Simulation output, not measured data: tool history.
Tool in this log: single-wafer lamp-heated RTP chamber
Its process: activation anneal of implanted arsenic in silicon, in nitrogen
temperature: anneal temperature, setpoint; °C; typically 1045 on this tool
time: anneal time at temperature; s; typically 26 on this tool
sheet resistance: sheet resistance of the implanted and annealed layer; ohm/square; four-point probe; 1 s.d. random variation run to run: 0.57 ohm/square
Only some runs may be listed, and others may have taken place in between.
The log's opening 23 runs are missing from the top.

run     day  temperature  time  wafers since the last listed run  wafers since the last pyrometer calibration  wafers since the reflector plate was cleaned  hours since the gauge calibration  read-back reference wafer on the same gauge, sheet resistance  sheet resistance
 24  21.788         1045    26                               378                                         1186                                          5839                              469.7                                                         153.22            189.64
     22.517  -- gauge calibrated
 25   22.95         1045    36                               353                                         1539                                          6192                               10.4                                                         152.96            187.05
     23.575  -- reflector plate cleaned
 26    23.7         1068    11                               126                                         1666                                            37                               28.4                                                          153.3            191.88
 27  24.871         1033    34                               355                                         2022                                           393                               56.5                                                         152.98            189.14
 28  26.321         1026    31                               440                                         2463                                           834                               91.3                                                         153.08            190.85
 29  27.067         1053    26                               226                                         2690                                          1061                              109.2                                                         153.08            187.22
 30    28.4         1055    20                               405                                         3095                                          1466                              141.2                                                         152.78            190.25
 31  30.833         1045    12                               739                                         3835                                          2206                              199.6                                                         153.27            194.36
 32  31.975         1060    18                               347                                         4182                                          2553                                227                                                         153.16            190.15
 33  32.633         1036    41                               200                                         4382                                          2753                              242.8                                                         152.87            186.43
 34  33.608         1072    42                               296                                         4678                                          3049                              266.2                                                         152.85            180.42
 35  35.042         1045    38                               435                                         5114                                          3485                              300.6                                                         153.01            186.44
 36  36.246         1045    26                               366                                         5480                                          3851                              329.5                                                         152.93            188.97
 37  37.271         1045    30                               311                                         5792                                          4163                              354.1                                                         153.16            187.99

What if the next run were any one of these 4? Each begins from the tool's condition after run 37:
  A  37.288         1045    26                                 5                                         5797                                          4168                              354.5                                                              ?                 ?
  B  37.288         1062    18                                 5                                         5797                                          4168                              354.5                                                              ?                 ?
  C  37.288         1060    32                                 5                                         5797                                          4168                              354.5                                                              ?                 ?
  D  37.288         1035    30                                 5                                         5797                                          4168                              354.5                                                              ?                 ?

run  read-back reference wafer on the same gauge, sheet resistance  sheet resistance
  A                                                         153.09            189.61
  B                                                         153.09            189.47
  C                                                         153.09            185.18
  D                                                         153.09             190.3
Without the tool's unlogged condition, the same runs would have read:
run  sheet resistance
  A            189.61
  B            189.47
  C            185.18
  D             190.3

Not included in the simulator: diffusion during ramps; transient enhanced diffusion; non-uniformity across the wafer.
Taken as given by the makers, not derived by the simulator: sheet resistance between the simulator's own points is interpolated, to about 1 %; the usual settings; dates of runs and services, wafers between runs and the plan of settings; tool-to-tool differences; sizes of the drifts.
